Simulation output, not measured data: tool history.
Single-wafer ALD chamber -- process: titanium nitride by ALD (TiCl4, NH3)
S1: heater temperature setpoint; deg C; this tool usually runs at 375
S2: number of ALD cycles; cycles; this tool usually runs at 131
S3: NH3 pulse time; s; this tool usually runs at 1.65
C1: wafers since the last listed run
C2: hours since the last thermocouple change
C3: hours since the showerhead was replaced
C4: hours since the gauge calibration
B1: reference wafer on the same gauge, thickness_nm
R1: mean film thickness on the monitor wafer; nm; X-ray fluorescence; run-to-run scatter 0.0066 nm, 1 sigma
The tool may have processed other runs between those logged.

run	hour	S1	S2	S3	C1	C2	C3	C4	B1	R1
1	0.0	375	114	1.65	0	1685.1	2694.3	78.8	2.738	2.311
2	28.7	375	131	1.65	75	1713.8	2723.0	107.5	2.741	2.663
3	61.7	375	131	1.65	86	1746.8	2756.0	140.5	2.745	2.671
4	77.3	375	131	1.65	41	1762.4	2771.6	156.1	2.747	2.677
5	111.0	375	131	1.65	88	1796.1	2805.3	189.8	2.750	2.681
6	141.4	375	131	1.65	80	1826.5	2835.7	220.2	2.755	2.674
7	198.6	382	131	1.65	150	1883.7	2892.9	277.4	2.760	2.719
# hour 200.9: gauge calibrated
8	213.2	382	131	1.65	38	1898.3	2907.5	12.3	2.730	2.692
9	248.5	382	131	1.65	92	1933.6	2942.8	47.6	2.734	2.677
10	283.8	375	131	1.65	92	1968.9	2978.1	82.9	2.736	2.656
11	306.6	375	131	1.65	60	1991.7	3000.9	105.7	2.737	2.667
12	325.5	368	142	1.97	49	2010.6	3019.8	124.6	2.740	2.878
13	353.4	375	131	1.65	73	2038.5	3047.7	152.5	2.744	2.672
14	376.5	380	131	2.27	60	2061.6	3070.8	175.6	2.746	2.738
# hour 391.2: thermocouple changed; heater temperature recalibrated
15	403.6	375	131	1.10	50	12.4	3097.9	202.7	2.752	2.622
# hour 419.1: showerhead replaced
16	419.6	375	131	1.84	21	28.4	0.5	218.7	2.751	2.690
17	444.7	375	131	1.65	66	53.5	25.6	243.8	2.754	2.679
18	466.8	381	150	1.65	58	75.6	47.7	265.9	2.757	3.088
19	482.0	361	131	2.23	40	90.8	62.9	281.1	2.756	2.666
# hour 486.3: gauge calibrated
20	499.2	375	131	1.00	45	108.0	80.1	12.9	2.736	2.590
21	527.4	375	151	1.93	74	136.2	108.3	41.1	2.739	3.103
22	545.8	363	115	1.65	48	154.6	126.7	59.5	2.741	2.277

Measured result minus the same run's result without the hidden state. Both carry the same run-to-run variation, though not necessarily the same gauge scatter:
What the log doesn't record here: wafer temperature above the value expected at the setpoint (K); gauge reads high (%).
run	R1
1	+0.007
2	+0.011
3	+0.015
4	+0.016
5	+0.019
6	+0.023
7	+0.029
8	-0.001
9	+0.003
10	+0.006
11	+0.009
12	+0.012
13	+0.013
14	+0.016
15	+0.018
16	+0.021
17	+0.023
18	+0.029
19	+0.027
20	+0.006
21	+0.010
22	+0.009
